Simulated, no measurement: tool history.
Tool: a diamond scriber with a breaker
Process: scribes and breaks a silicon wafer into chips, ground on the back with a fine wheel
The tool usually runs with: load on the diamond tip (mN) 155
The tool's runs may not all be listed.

run	hour	load on the diamond tip (mN)	wafers since the last listed run	hours since the diamond tip was replaced	hours since the load on the tip was calibrated	incoming depth of the damage left on the back of the incoming wafer, um	depth of the median crack under the scribed line (um)	chips rejected at inspection after the break (%)
1	0.0	155	0	91.8	133.7	2.88	8.45	3.96
2	19.4	182	28	111.2	153.1	1.87	9.55	2.19
3	41.9	182	33	133.7	175.6	2.63	9.56	3.62
4	142.7	182	148	234.5	276.4	2.91	9.41	3.68
5	156.6	155	20	248.4	290.3	2.10	8.20	2.47
6	177.0	155	30	268.8	310.7	2.93	8.18	4.58
7	209.4	126	47	301.2	343.1	1.67	6.80	6.96
8	234.7	155	37	326.5	368.4	1.73	8.04	2.49
9	266.6	155	46	358.4	400.3	1.75	7.94	2.27
# hour 276.2: diamond tip replaced by a new one
# hour 287.5: load on the tip recalibrated
10	288.8	142	26	12.6	1.3	2.02	8.19	2.66
11	324.3	194	52	48.1	36.8	1.75	10.19	3.21
12	354.5	112	44	78.3	67.0	2.12	6.57	10.80
13	382.8	179	41	106.6	95.3	2.39	9.65	2.80
14	408.6	115	37	132.4	121.1	1.94	6.65	10.11
15	435.8	155	40	159.6	148.3	2.77	8.48	4.15
16	461.8	191	38	185.6	174.3	2.66	9.73	3.92
17	495.1	155	49	218.9	207.6	1.97	8.17	2.34
18	529.6	197	50	253.4	242.1	2.74	9.72	3.83

Hidden state, per run?
deviation of the load on the tip from its setpoint, %: 0 on each run
H1: share of the diamond tip's cutting effectiveness lost through wear, %
run	H1
1	3.58
2	4.26
3	5.05
4	8.58
5	9.07
6	9.79
7	10.9
8	11.8
9	12.9
10	0.978
11	2.22
12	3.28
13	4.28
14	5.18
15	6.13
16	7.05
17	8.21
18	9.43
